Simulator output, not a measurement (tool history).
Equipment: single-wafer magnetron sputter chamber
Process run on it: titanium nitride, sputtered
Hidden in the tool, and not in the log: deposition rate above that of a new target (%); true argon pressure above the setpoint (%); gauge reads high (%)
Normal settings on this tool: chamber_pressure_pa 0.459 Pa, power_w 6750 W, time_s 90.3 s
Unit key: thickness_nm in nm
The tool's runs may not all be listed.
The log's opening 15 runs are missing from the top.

run	hour	chamber_pressure_pa	power_w	time_s	wafers since the last listed run	wafers on the sputter target	hours since the last manometer calibration	hours since the magnet pack was replaced	hours since the gauge calibration	read-back reference wafer on the same gauge, thickness_nm	thickness_nm
16	461.5	0.459	6750	90.3	581	731	58.4	11003.5	762.8	141.882	118.903
17	490.2	0.35	5300	105.5	531	1262	87.1	11032.2	791.5	141.79	112.016
18	503.1	0.459	6750	90.3	238	1501	100	11045.1	804.4	142.159	118.193
# hour 511.3: gauge calibrated
19	517	0.348	5150	106.4	257	1758	113.9	11059	5.7	142.134	109.734
20	547	0.459	6750	90.3	555	2313	143.9	11089	35.7	141.703	117.505
21	561.6	0.338	7650	81.7	270	2584	158.5	11103.6	50.3	141.951	121.816
22	590.9	0.601	6750	104.6	542	3126	187.8	11132.9	79.6	142.264	131.569
23	610.7	0.459	6750	79.9	366	3492	207.6	11152.7	99.4	141.826	103.002
# hour 629.1: sputter target and shields replaced
24	629.6	0.519	6750	90.3	201	8	226.5	11171.6	118.3	141.833	118.723
25	659.9	0.587	7200	97.8	560	569	256.8	11201.9	148.6	142.09	133.477
# hour 676.3: magnet pack replaced
26	676.8	0.305	5600	100.6	164	734	273.7	0.5	165.5	142.084	114.575
27	690.2	0.617	5050	100.8	247	982	287.1	13.9	178.9	142.206	97.306
28	718.4	0.459	6750	90.3	521	1503	315.3	42.1	207.1	142.327	117.037
29	732.6	0.459	8200	90.3	262	1766	329.5	56.3	221.3	142.236	141.288
30	767.4	0.459	6750	90.3	643	2410	364.3	91.1	256.1	142.123	116.649
31	797	0.627	7400	103.7	547	2958	393.9	120.7	285.7	141.721	141.297
32	822.5	0.459	5800	90.3	471	3430	419.4	146.2	311.2	142.101	100.969
# hour 894: sputter target and shields replaced
33	918.6	0.459	6250	106.2	1630	456	515.5	242.3	407.3	141.762	130.208

What if the next run were any one of these 5? Each begins from the tool's condition after run 33:
A	919	0.459	6750	106.5	7	463	515.9	242.7	407.7	?	?
B	919	0.539	7700	81.6	7	463	515.9	242.7	407.7	?	?
C	919	0.534	6750	75.1	7	463	515.9	242.7	407.7	?	?
D	919	0.603	7450	90.3	7	463	515.9	242.7	407.7	?	?
E	919	0.563	6750	82.5	7	463	515.9	242.7	407.7	?	?

run	read-back reference wafer on the same gauge, thickness_nm	thickness_nm
A	142.119	140.225
B	142.119	119.993
C	142.119	97.539
D	142.119	127.192
E	142.119	106.587
What these runs would have given with no unlogged condition in the tool:
run	thickness_nm
A	142.167
B	121.654
C	98.889
D	128.954
E	108.063
